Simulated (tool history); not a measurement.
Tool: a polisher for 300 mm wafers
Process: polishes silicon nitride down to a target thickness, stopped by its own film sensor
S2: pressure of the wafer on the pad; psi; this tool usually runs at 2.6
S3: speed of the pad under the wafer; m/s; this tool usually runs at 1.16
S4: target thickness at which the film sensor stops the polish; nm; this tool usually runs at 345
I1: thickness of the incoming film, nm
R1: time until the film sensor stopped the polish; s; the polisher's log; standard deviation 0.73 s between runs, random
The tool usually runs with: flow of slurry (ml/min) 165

Run 1, hour 0.0: usual settings but flow of slurry (ml/min) 200, S4 329 nm; I1 441.7. Result: R1 75.1 s.
Run 2, hour 19.3: usual settings but flow of slurry (ml/min) 200, S4 329 nm; I1 441.5. Result: R1 74.6 s.
Run 3, hour 38.6: usual settings but flow of slurry (ml/min) 200, S4 329 nm; I1 443.5. Result: R1 78.4 s.
Run 4, hour 91.2: usual settings; I1 445.4. Result: R1 72.3 s.
At hour 108.9: worn pad replaced by a new one.
Run 5, hour 126.2: usual settings; I1 429.7. Result: R1 57.8 s.
Run 6, hour 151.4: usual settings; I1 437.9. Result: R1 63.8 s.
Run 7, hour 174.6: usual settings; I1 434.0. Result: R1 61.3 s.
Run 8, hour 210.6: usual settings; I1 445.2. Result: R1 69.1 s.
At hour 256.7: slurry nozzle cleaned.
Run 9, hour 314.1: usual settings; I1 449.2. Result: R1 75.0 s.
At hour 338.6: worn pad replaced by a new one.
Run 10, hour 348.7: usual settings; I1 433.6. Result: R1 59.7 s.
Run 11, hour 369.2: usual settings but S3 1.36 m/s, S4 322 nm; I1 445.3. Result: R1 78.4 s.
Run 12, hour 418.9: usual settings but S2 3.3 psi; I1 437.7. Result: R1 50.5 s.
Run 13, hour 446.5: usual settings but S2 3.3 psi; I1 436.3. Result: R1 49.0 s.
Run 14, hour 461.9: usual settings but S2 3.3 psi; I1 439.3. Result: R1 51.8 s.
Run 15, hour 488.3: usual settings but flow of slurry (ml/min) 185; I1 434.9. Result: R1 61.4 s.
Run 16, hour 504.4: usual settings but flow of slurry (ml/min) 185; I1 435.4. Result: R1 59.9 s.
At hour 538.3: worn pad replaced by a new one.
Run 17, hour 556.3: usual settings but flow of slurry (ml/min) 185; I1 444.3. Result: R1 64.7 s.
Run 18, hour 602.7: usual settings but S4 337 nm; I1 432.2. Result: R1 64.3 s.
At hour 611.5: slurry nozzle cleaned.
Run 19, hour 620.7: usual settings but flow of slurry (ml/min) 125, S2 2.3 psi, S3 1.34 m/s, S4 369 nm; I1 432.2. Result: R1 47.3 s.
Run 20, hour 635.7: usual settings but flow of slurry (ml/min) 105, S2 3.0 psi; I1 441.9. Result: R1 62.3 s.
Run 21, hour 667.0: usual settings; I1 439.5. Result: R1 62.8 s.
Run 22, hour 691.4: usual settings but S4 337 nm; I1 437.0. Result: R1 68.4 s.
At hour 706.2: head pressure recalibrated.
At hour 721.7: worn pad replaced by a new one.
Run 23, hour 723.0: usual settings; I1 442.7. Result: R1 65.8 s.
Run 24, hour 741.1: usual settings but S2 3.1 psi, S4 325 nm; I1 435.0. Result: R1 62.7 s.
Run 25, hour 772.6: usual settings but S3 0.86 m/s; I1 438.9. Result: R1 73.0 s.
Run 26, hour 785.5: usual settings but S2 3.4 psi; I1 438.3. Result: R1 49.7 s.
Run 27, hour 816.1: usual settings; I1 443.6. Result: R1 68.4 s.
Run 28, hour 859.3: usual settings but flow of slurry (ml/min) 220; I1 436.3. Result: R1 60.7 s.
Run 29, hour 872.7: usual settings but S2 2.3 psi, S4 328 nm; I1 430.0. Result: R1 78.0 s.
Run 30, hour 888.1: usual settings but flow of slurry (ml/min) 210, S2 3.1 psi, S3 1.32 m/s, S4 363 nm; I1 433.0. Result: R1 37.3 s.
At hour 912.1: worn pad replaced by a new one.
Run 31, hour 919.0: usual settings but flow of slurry (ml/min) 110, S2 2.9 psi, S3 1.02 m/s; I1 431.4. Result: R1 62.4 s.
At hour 942.6: slurry nozzle cleaned.
Run 32, hour 953.7: usual settings; I1 436.6. Result: R1 62.5 s.
Run 33, hour 983.3: usual settings but flow of slurry (ml/min) 220, S2 1.9 psi, S3 1.50 m/s, S4 361 nm; I1 433.2. Result: R1 56.2 s.
Run 34, hour 999.5: usual settings but flow of slurry (ml/min) 205, S2 1.9 psi, S3 0.92 m/s, S4 378 nm; I1 432.4. Result: R1 54.1 s.

Run 35 comes next. What will it give?
Run 35, hour 1015.7: usual settings; I1 438.2. Result: R1 ?.

{"run 35": {"R1": 64.5}}
Were there no unlogged condition in the tool, this run, its random variation unchanged, would have produced R1 62.6 s.
